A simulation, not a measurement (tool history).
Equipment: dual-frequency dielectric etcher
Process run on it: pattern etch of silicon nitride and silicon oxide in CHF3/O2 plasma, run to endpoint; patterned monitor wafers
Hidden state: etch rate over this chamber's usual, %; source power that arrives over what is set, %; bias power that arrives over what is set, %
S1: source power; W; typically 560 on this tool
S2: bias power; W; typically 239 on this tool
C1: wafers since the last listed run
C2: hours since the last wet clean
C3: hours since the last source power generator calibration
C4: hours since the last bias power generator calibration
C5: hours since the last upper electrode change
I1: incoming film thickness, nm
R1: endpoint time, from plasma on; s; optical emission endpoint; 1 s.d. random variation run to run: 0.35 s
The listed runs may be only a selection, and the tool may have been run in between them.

{"run": 1, "hour": 0.0, "S1": 560, "S2": 200, "C1": 0, "C2": 238.2, "C3": 2718.2, "C4": 2375.1, "C5": 4834.7, "I1": 190.9, "R1": 121.2}
{"run": 2, "hour": 16.9, "S1": 560, "S2": 224, "C1": 164, "C2": 255.1, "C3": 2735.1, "C4": 2392, "C5": 4851.6, "I1": 191.4, "R1": 116.8}
{"run": 3, "hour": 24.1, "S1": 560, "S2": 224, "C1": 70, "C2": 262.3, "C3": 2742.3, "C4": 2399.2, "C5": 4858.8, "I1": 191.5, "R1": 117.3}
{"run": 4, "hour": 37.0, "S1": 560, "S2": 224, "C1": 125, "C2": 275.2, "C3": 2755.2, "C4": 2412.1, "C5": 4871.7, "I1": 191.3, "R1": 117.1}
{"run": 5, "hour": 51.9, "S1": 560, "S2": 239, "C1": 145, "C2": 290.1, "C3": 2770.1, "C4": 2427, "C5": 4886.6, "I1": 191.2, "R1": 114.2}
{"run": 6, "hour": 65.1, "S1": 560, "S2": 239, "C1": 128, "C2": 303.3, "C3": 2783.3, "C4": 2440.2, "C5": 4899.8, "I1": 188.3, "R1": 112.7}
{"run": 7, "hour": 82.7, "S1": 560, "S2": 239, "C1": 171, "C2": 320.9, "C3": 2800.9, "C4": 2457.8, "C5": 4917.4, "I1": 188.5, "R1": 112}
{"run": 8, "hour": 99.4, "S1": 560, "S2": 239, "C1": 162, "C2": 337.6, "C3": 2817.6, "C4": 2474.5, "C5": 4934.1, "I1": 190, "R1": 113.7}
{"run": 9, "hour": 116.9, "S1": 560, "S2": 239, "C1": 170, "C2": 355.1, "C3": 2835.1, "C4": 2492, "C5": 4951.6, "I1": 191.5, "R1": 114}
{"run": 10, "hour": 123.3, "S1": 560, "S2": 239, "C1": 62, "C2": 361.5, "C3": 2841.5, "C4": 2498.4, "C5": 4958, "I1": 189.5, "R1": 112.8}
{"run": 11, "hour": 131.0, "S1": 560, "S2": 239, "C1": 75, "C2": 369.2, "C3": 2849.2, "C4": 2506.1, "C5": 4965.7, "I1": 189.8, "R1": 112.7}
{"run": 12, "hour": 153.9, "S1": 560, "S2": 239, "C1": 223, "C2": 392.1, "C3": 2872.1, "C4": 2529, "C5": 4988.6, "I1": 190.7, "R1": 113.1}
{"run": 13, "hour": 160.3, "S1": 560, "S2": 239, "C1": 62, "C2": 398.5, "C3": 2878.5, "C4": 2535.4, "C5": 4995, "I1": 190, "R1": 112.8}
{"run": 14, "hour": 176.7, "S1": 440, "S2": 285, "C1": 159, "C2": 414.9, "C3": 2894.9, "C4": 2551.8, "C5": 5011.4, "I1": 189.1, "R1": 115.5}
{"hour": 181.8, "done": "source power generator calibrated"}
{"hour": 182.8, "done": "bias power generator calibrated"}
{"hour": 201.0, "done": "upper electrode replaced"}
{"run": 15, "hour": 201.5, "S1": 560, "S2": 279, "C1": 15, "C2": 439.7, "C3": 19.7, "C4": 18.7, "C5": 0.5, "I1": 190.6, "R1": 107.3}
{"run": 16, "hour": 204.5, "S1": 500, "S2": 239, "C1": 29, "C2": 442.7, "C3": 22.7, "C4": 21.7, "C5": 3.5, "I1": 188, "R1": 115.5}
{"run": 17, "hour": 213.5, "S1": 560, "S2": 239, "C1": 87, "C2": 451.7, "C3": 31.7, "C4": 30.7, "C5": 12.5, "I1": 189.5, "R1": 112.1}
{"hour": 241.3, "done": "wet clean of the chamber"}
{"run": 18, "hour": 241.8, "S1": 630, "S2": 270, "C1": 41, "C2": 0.5, "C3": 60, "C4": 59, "C5": 40.8, "I1": 191.4, "R1": 108}
{"run": 19, "hour": 242.2, "S1": 420, "S2": 209, "C1": 3, "C2": 0.9, "C3": 60.4, "C4": 59.4, "C5": 41.2, "I1": 188.4, "R1": 134}
{"run": 20, "hour": 252.1, "S1": 560, "S2": 239, "C1": 96, "C2": 10.8, "C3": 70.3, "C4": 69.3, "C5": 51.1, "I1": 189.1, "R1": 115.4}
{"run": 21, "hour": 267.4, "S1": 690, "S2": 264, "C1": 149, "C2": 26.1, "C3": 85.6, "C4": 84.6, "C5": 66.4, "I1": 190.5, "R1": 104.5}

Run 22 comes next. What will it give?
{"run": 22, "hour": 277.2, "S1": 560, "S2": 239, "C1": 95, "C2": 35.9, "C3": 95.4, "C4": 94.4, "C5": 76.2, "I1": 190.8, "R1": "?"}

Run 22 gave R1 116 s.
Minus the tool's unlogged condition, the same run would have read R1 117 s.
